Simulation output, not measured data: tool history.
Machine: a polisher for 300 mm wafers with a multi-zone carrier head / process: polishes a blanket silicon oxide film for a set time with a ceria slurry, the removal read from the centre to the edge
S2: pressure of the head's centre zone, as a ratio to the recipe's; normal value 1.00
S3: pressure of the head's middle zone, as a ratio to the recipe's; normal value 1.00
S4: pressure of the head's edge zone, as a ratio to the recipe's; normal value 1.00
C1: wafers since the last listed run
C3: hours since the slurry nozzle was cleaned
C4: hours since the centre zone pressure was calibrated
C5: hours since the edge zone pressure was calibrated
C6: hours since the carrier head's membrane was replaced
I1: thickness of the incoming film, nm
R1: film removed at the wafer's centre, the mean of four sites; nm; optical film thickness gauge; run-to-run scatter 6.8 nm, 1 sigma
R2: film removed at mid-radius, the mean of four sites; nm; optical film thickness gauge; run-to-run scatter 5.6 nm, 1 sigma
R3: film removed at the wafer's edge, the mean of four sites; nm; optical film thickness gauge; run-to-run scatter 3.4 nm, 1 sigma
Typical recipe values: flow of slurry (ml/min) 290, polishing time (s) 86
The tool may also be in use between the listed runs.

run 1 hour=0.0 | flow_of_slurry_(ml/min)=290 S2=1.00 S3=1.00 S4=1.00 polishing_time_(s)=86 | C1=0 wafers_polished_on_this_pad=3044 C3=442.6 C4=512.9 C5=521.4 C6=994.5 | I1=1773.3 | R1=483.5 R2=484.5 R3=486.8
-- hour=48.7 carrier head's membrane replaced by a new one
run 2 hour=93.5 | flow_of_slurry_(ml/min)=290 S2=1.00 S3=1.00 S4=1.00 polishing_time_(s)=86 | C1=886 wafers_polished_on_this_pad=3930 C3=536.1 C4=606.4 C5=614.9 C6=44.8 | I1=1770.8 | R1=471.1 R2=481.0 R3=489.8
-- hour=142.4 centre zone pressure recalibrated, repeated, since the last time left the tool worse
run 3 hour=178.9 | flow_of_slurry_(ml/min)=290 S2=0.88 S3=1.05 S4=1.08 polishing_time_(s)=73 | C1=834 wafers_polished_on_this_pad=4765 C3=621.5 C4=36.5 C5=700.3 C6=130.2 | I1=1750.7 | R1=383.5 R2=415.4 R3=430.5
-- hour=313.2 slurry nozzle cleaned
-- hour=352.1 worn pad replaced by a new one
run 4 hour=487.5 | flow_of_slurry_(ml/min)=290 S2=1.00 S3=0.93 S4=1.00 polishing_time_(s)=86 | C1=3039 wafers_polished_on_this_pad=1355 C3=174.3 C4=345.1 C5=1008.9 C6=438.8 | I1=1756.1 | R1=527.1 R2=462.5 R3=492.6
run 5 hour=551.4 | flow_of_slurry_(ml/min)=290 S2=0.96 S3=1.00 S4=1.00 polishing_time_(s)=86 | C1=639 wafers_polished_on_this_pad=1995 C3=238.2 C4=409.0 C5=1072.8 C6=502.7 | I1=1763.1 | R1=512.7 R2=482.2 R3=490.3
run 6 hour=651.8 | flow_of_slurry_(ml/min)=290 S2=1.00 S3=1.00 S4=1.09 polishing_time_(s)=107 | C1=1005 wafers_polished_on_this_pad=3000 C3=338.6 C4=509.4 C5=1173.2 C6=603.1 | I1=1750.8 | R1=655.0 R2=603.2 R3=632.6
-- hour=765.6 edge zone pressure recalibrated
run 7 hour=771.1 | flow_of_slurry_(ml/min)=380 S2=0.92 S3=0.97 S4=1.03 polishing_time_(s)=86 | C1=1174 wafers_polished_on_this_pad=4174 C3=457.9 C4=628.7 C5=5.5 C6=722.4 | I1=1757.2 | R1=505.9 R2=477.2 R3=494.1
-- hour=841.9 centre zone pressure recalibrated
run 8 hour=868.1 | flow_of_slurry_(ml/min)=290 S2=1.00 S3=1.00 S4=1.00 polishing_time_(s)=86 | C1=951 wafers_polished_on_this_pad=5125 C3=554.9 C4=26.2 C5=102.5 C6=819.4 | I1=1761.0 | R1=500.5 R2=481.1 R3=488.5
run 9 hour=924.7 | flow_of_slurry_(ml/min)=205 S2=1.00 S3=0.90 S4=0.95 polishing_time_(s)=95 | C1=566 wafers_polished_on_this_pad=5692 C3=611.5 C4=82.8 C5=159.1 C6=876.0 | I1=1761.1 | R1=541.4 R2=486.0 R3=515.2
-- hour=980.9 carrier head's membrane replaced by a new one
run 10 hour=1019.1 | flow_of_slurry_(ml/min)=390 S2=1.00 S3=1.00 S4=1.00 polishing_time_(s)=86 | C1=895 wafers_polished_on_this_pad=6587 C3=705.9 C4=177.2 C5=253.5 C6=38.2 | I1=1754.6 | R1=537.1 R2=482.0 R3=501.0
run 11 hour=1095.8 | flow_of_slurry_(ml/min)=240 S2=1.00 S3=1.00 S4=1.00 polishing_time_(s)=58 | C1=767 wafers_polished_on_this_pad=7355 C3=782.6 C4=253.9 C5=330.2 C6=114.9 | I1=1736.7 | R1=347.7 R2=317.6 R3=328.4
-- hour=1107.9 slurry nozzle cleaned
-- hour=1110.4 worn pad replaced by a new one
run 12 hour=1164.1 | flow_of_slurry_(ml/min)=290 S2=1.00 S3=1.00 S4=1.08 polishing_time_(s)=86 | C1=649 wafers_polished_on_this_pad=537 C3=56.2 C4=322.2 C5=398.5 C6=183.2 | I1=1736.0 | R1=522.6 R2=481.7 R3=506.8
run 13 hour=1230.9 | flow_of_slurry_(ml/min)=290 S2=0.90 S3=1.00 S4=1.00 polishing_time_(s)=86 | C1=668 wafers_polished_on_this_pad=1206 C3=123.0 C4=389.0 C5=465.3 C6=250.0 | I1=1752.6 | R1=481.5 R2=481.7 R3=487.9
run 14 hour=1312.3 | flow_of_slurry_(ml/min)=290 S2=1.00 S3=0.89 S4=1.00 polishing_time_(s)=86 | C1=814 wafers_polished_on_this_pad=2021 C3=204.4 C4=470.4 C5=546.7 C6=331.4 | I1=1777.4 | R1=516.8 R2=457.2 R3=490.4
run 15 hour=1375.8 | flow_of_slurry_(ml/min)=290 S2=1.00 S3=0.90 S4=0.97 polishing_time_(s)=86 | C1=635 wafers_polished_on_this_pad=2657 C3=267.9 C4=533.9 C5=610.2 C6=394.9 | I1=1779.1 | R1=534.5 R2=459.4 R3=490.2
run 16 hour=1416.2 | flow_of_slurry_(ml/min)=290 S2=1.00 S3=1.05 S4=1.00 polishing_time_(s)=86 | C1=404 wafers_polished_on_this_pad=3061 C3=308.3 C4=574.3 C5=650.6 C6=435.3 | I1=1740.6 | R1=527.3 R2=483.0 R3=491.9
run 17 hour=1500.7 | flow_of_slurry_(ml/min)=335 S2=0.96 S3=1.00 S4=1.00 polishing_time_(s)=86 | C1=845 wafers_polished_on_this_pad=3907 C3=392.8 C4=658.8 C5=735.1 C6=519.8 | I1=1736.6 | R1=521.6 R2=485.3 R3=488.6
-- hour=1565.3 centre zone pressure recalibrated
run 18 hour=1590.0 | flow_of_slurry_(ml/min)=290 S2=0.88 S3=1.00 S4=1.00 polishing_time_(s)=103 | C1=874 wafers_polished_on_this_pad=4781 C3=482.1 C4=24.7 C5=824.4 C6=609.1 | I1=1732.5 | R1=537.9 R2=580.6 R3=583.2
run 19 hour=1675.9 | flow_of_slurry_(ml/min)=290 S2=1.00 S3=1.00 S4=1.00 polishing_time_(s)=86 | C1=859 wafers_polished_on_this_pad=5641 C3=568.0 C4=110.6 C5=910.3 C6=695.0 | I1=1764.8 | R1=506.2 R2=479.8 R3=489.5
run 20 hour=1720.0 | flow_of_slurry_(ml/min)=290 S2=0.94 S3=1.08 S4=1.09 polishing_time_(s)=74 | C1=441 wafers_polished_on_this_pad=6083 C3=612.1 C4=154.7 C5=954.4 C6=739.1 | I1=1754.7 | R1=431.3 R2=422.2 R3=435.0
run 21 hour=1764.9 | flow_of_slurry_(ml/min)=290 S2=1.10 S3=1.00 S4=1.00 polishing_time_(s)=86 | C1=449 wafers_polished_on_this_pad=6532 C3=657.0 C4=199.6 C5=999.3 C6=784.0 | I1=1733.5 | R1=568.2 R2=489.3 R3=483.5
-- hour=1798.0 worn pad replaced by a new one
-- hour=1817.1 edge zone pressure recalibrated
-- hour=1829.9 slurry nozzle cleaned
run 22 hour=1847.1 | flow_of_slurry_(ml/min)=290 S2=1.00 S3=1.00 S4=1.00 polishing_time_(s)=86 | C1=752 wafers_polished_on_this_pad=461 C3=17.2 C4=281.8 C5=30.0 C6=866.2 | I1=1761.1 | R1=523.3 R2=476.8 R3=493.9

The tool's hidden state at each run:
removal rate lost through wear of the pad, %: 0 at every run
slurry flow missing at the pad, %: 0 at every run
deviation of the edge zone's pressure from its setpoint, %: 0 at every run
H1: deviation of the centre zone's pressure from its setpoint, %
run=1 H1=-6.74
run=2 H1=-6.37
run=3 H1=0.193
run=4 H1=6.54
run=5 H1=7.09
run=6 H1=7.7
run=7 H1=8.15
run=8 H1=0.449
run=9 H1=2.4
run=10 H1=4.77
run=11 H1=6.09
run=12 H1=6.95
run=13 H1=7.58
run=14 H1=8.14
run=15 H1=8.46
run=16 H1=8.62
run=17 H1=8.88
run=18 H1=1.59
run=19 H1=4.4
run=20 H1=5.49
run=21 H1=6.4
run=22 H1=7.68
